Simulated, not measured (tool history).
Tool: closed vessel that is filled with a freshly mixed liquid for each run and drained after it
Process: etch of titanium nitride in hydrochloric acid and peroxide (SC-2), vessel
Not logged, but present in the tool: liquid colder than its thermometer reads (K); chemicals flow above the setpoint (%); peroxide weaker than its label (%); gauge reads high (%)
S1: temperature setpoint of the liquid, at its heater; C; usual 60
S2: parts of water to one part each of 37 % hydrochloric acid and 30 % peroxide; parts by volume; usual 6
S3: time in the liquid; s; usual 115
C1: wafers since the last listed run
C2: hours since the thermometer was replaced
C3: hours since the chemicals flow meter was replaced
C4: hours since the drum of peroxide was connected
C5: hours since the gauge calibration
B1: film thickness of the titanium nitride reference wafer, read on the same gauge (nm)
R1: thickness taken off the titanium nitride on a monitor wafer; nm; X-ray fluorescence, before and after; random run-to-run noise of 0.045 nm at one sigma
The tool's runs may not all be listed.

Run 1, day 0: usual settings; C1 0; C2 1485.3; C3 1478.9; C4 378.5; C5 125.1; B1 79.99. Result: R1 7.74 nm.
At day 0.912: new drum of peroxide connected.
Run 2, day 1.5: usual settings; C1 4887; C2 1521.3; C3 1514.9; C4 14.1; C5 161.1; B1 80. Result: R1 7.67 nm.
Run 3, day 4.121: usual settings; C1 8783; C2 1584.2; C3 1577.8; C4 77; C5 224; B1 79.98. Result: R1 7.71 nm.
Run 4, day 11.325: usual settings; C1 24144; C2 1757.1; C3 1750.7; C4 249.9; C5 396.9; B1 79.99. Result: R1 7.7 nm.
Run 5, day 13.392: usual settings but S1 56 C; C1 6926; C2 1806.7; C3 1800.3; C4 299.5; C5 446.5; B1 79.99. Result: R1 5.94 nm.
Run 6, day 15.246: usual settings; C1 6214; C2 1851.2; C3 1844.8; C4 344; C5 491; B1 79.99. Result: R1 7.68 nm.
At day 17.342: new drum of peroxide connected.
Run 7, day 17.479: usual settings; C1 7345; C2 1904.8; C3 1898.4; C4 3.3; C5 544.6; B1 80. Result: R1 7.76 nm.
Run 8, day 19.729: usual settings but S1 56.5 C; C1 7540; C2 1958.8; C3 1952.4; C4 57.3; C5 598.6; B1 80.01. Result: R1 6.12 nm.
At day 19.779: thermometer replaced.
Run 9, day 20.817: usual settings but S1 56.5 C; C1 3505; C2 24.9; C3 1978.5; C4 83.4; C5 624.7; B1 80. Result: R1 6.16 nm.
Run 10, day 26.838: usual settings but S1 56.5 C; C1 20178; C2 169.4; C3 2123; C4 227.9; C5 769.2; B1 80. Result: R1 6.19 nm.
At day 26.925: gauge calibrated.
Run 11, day 28.508: usual settings but S1 53.5 C, S3 145 s; C1 5599; C2 209.5; C3 2163.1; C4 268; C5 38; B1 80. Result: R1 6.4 nm.
At day 28.704: chemicals flow meter replaced.
Run 12, day 29.854: usual settings but S1 53.5 C, S3 145 s; C1 4370; C2 241.8; C3 27.6; C4 300.3; C5 70.3; B1 79.99. Result: R1 6.37 nm.
Run 13, day 31.829: usual settings but S1 53.5 C, S3 145 s; C1 6619; C2 289.2; C3 75; C4 347.7; C5 117.7; B1 79.99. Result: R1 6.44 nm.
Run 14, day 33.129: usual settings but S1 65.5 C, S2 4 parts by volume, S3 85 s; C1 4356; C2 320.4; C3 106.2; C4 378.9; C5 148.9; B1 79.99. Result: R1 10.7 nm.
At day 34.35: new drum of peroxide connected.
Run 15, day 35.796: usual settings but S1 51 C, S2 4 parts by volume, S3 150 s; C1 8797; C2 384.4; C3 170.2; C4 34.7; C5 212.9; B1 79.98. Result: R1 7.51 nm.
Run 16, day 37.683: usual settings but S1 56.5 C, S2 7 parts by volume, S3 55 s; C1 6325; C2 429.7; C3 215.5; C4 80; C5 258.2; B1 80.01. Result: R1 2.62 nm.
Run 17, day 39.25: usual settings but S1 63 C, S2 9 parts by volume, S3 185 s; C1 5250; C2 467.3; C3 253.1; C4 117.6; C5 295.8; B1 80.02. Result: R1 10.88 nm.
Run 18, day 41.625: usual settings; C1 7959; C2 524.3; C3 310.1; C4 174.6; C5 352.8; B1 80.02. Result: R1 7.66 nm.
Run 19, day 43.029: usual settings; C1 4705; C2 558; C3 343.8; C4 208.3; C5 386.5; B1 80.01. Result: R1 7.67 nm.
Run 20, day 45.383: usual settings but S3 145 s; C1 7889; C2 614.5; C3 400.3; C4 264.8; C5 443; B1 79.99. Result: R1 9.61 nm.
Run 21, day 47.021: usual settings but S2 5 parts by volume, S3 165 s; C1 5487; C2 653.8; C3 439.6; C4 304.1; C5 482.3; B1 80. Result: R1 12.74 nm.
Run 22, day 49.071: usual settings but S1 68.5 C, S3 65 s; C1 6870; C2 703; C3 488.8; C4 353.3; C5 531.5; B1 80.01. Result: R1 7.35 nm.
At day 51.192: new drum of peroxide connected.
Run 23, day 51.979: usual settings; C1 9607; C2 772.8; C3 558.6; C4 18.9; C5 601.3; B1 80. Result: R1 7.67 nm.
Run 24, day 54.838: usual settings; C1 9579; C2 841.4; C3 627.2; C4 87.5; C5 669.9; B1 80. Result: R1 7.65 nm.
Run 25, day 58.754: usual settings but S1 69 C, S2 7.5 parts by volume; C1 13126; C2 935.4; C3 721.2; C4 181.5; C5 763.9; B1 79.99. Result: R1 11.13 nm.
Run 26, day 60.342: usual settings but S1 56 C, S2 5 parts by volume, S3 140 s; C1 5320; C2 973.5; C3 759.3; C4 219.6; C5 802; B1 79.99. Result: R1 8.29 nm.

What if the next run were any one of these 5? Each begins from the tool's condition after run 26:
Run A, day 60.371: usual settings; C1 97; C2 974.2; C3 760; C4 220.3; C5 802.7; B1 ?. Result: R1 ?.
Run B, day 60.371: usual settings but S1 53.5 C, S2 4 parts by volume, S3 145 s; C1 97; C2 974.2; C3 760; C4 220.3; C5 802.7; B1 ?. Result: R1 ?.
Run C, day 60.371: usual settings but S1 57 C, S2 4 parts by volume, S3 70 s; C1 97; C2 974.2; C3 760; C4 220.3; C5 802.7; B1 ?. Result: R1 ?.
Run D, day 60.371: usual settings but S1 68 C, S2 4.5 parts by volume; C1 97; C2 974.2; C3 760; C4 220.3; C5 802.7; B1 ?. Result: R1 ?.
Run E, day 60.371: usual settings but S2 8 parts by volume; C1 97; C2 974.2; C3 760; C4 220.3; C5 802.7; B1 ?. Result: R1 ?.

run  B1     R1
  A  80   7.75
  B  80   8.59
  C  80    5.2
  D  80  15.56
  E  80    6.2
Without the tool's unlogged condition, the same runs would have read:
run     R1
  A   7.75
  B   8.59
  C    5.2
  D  15.56
  E    6.2
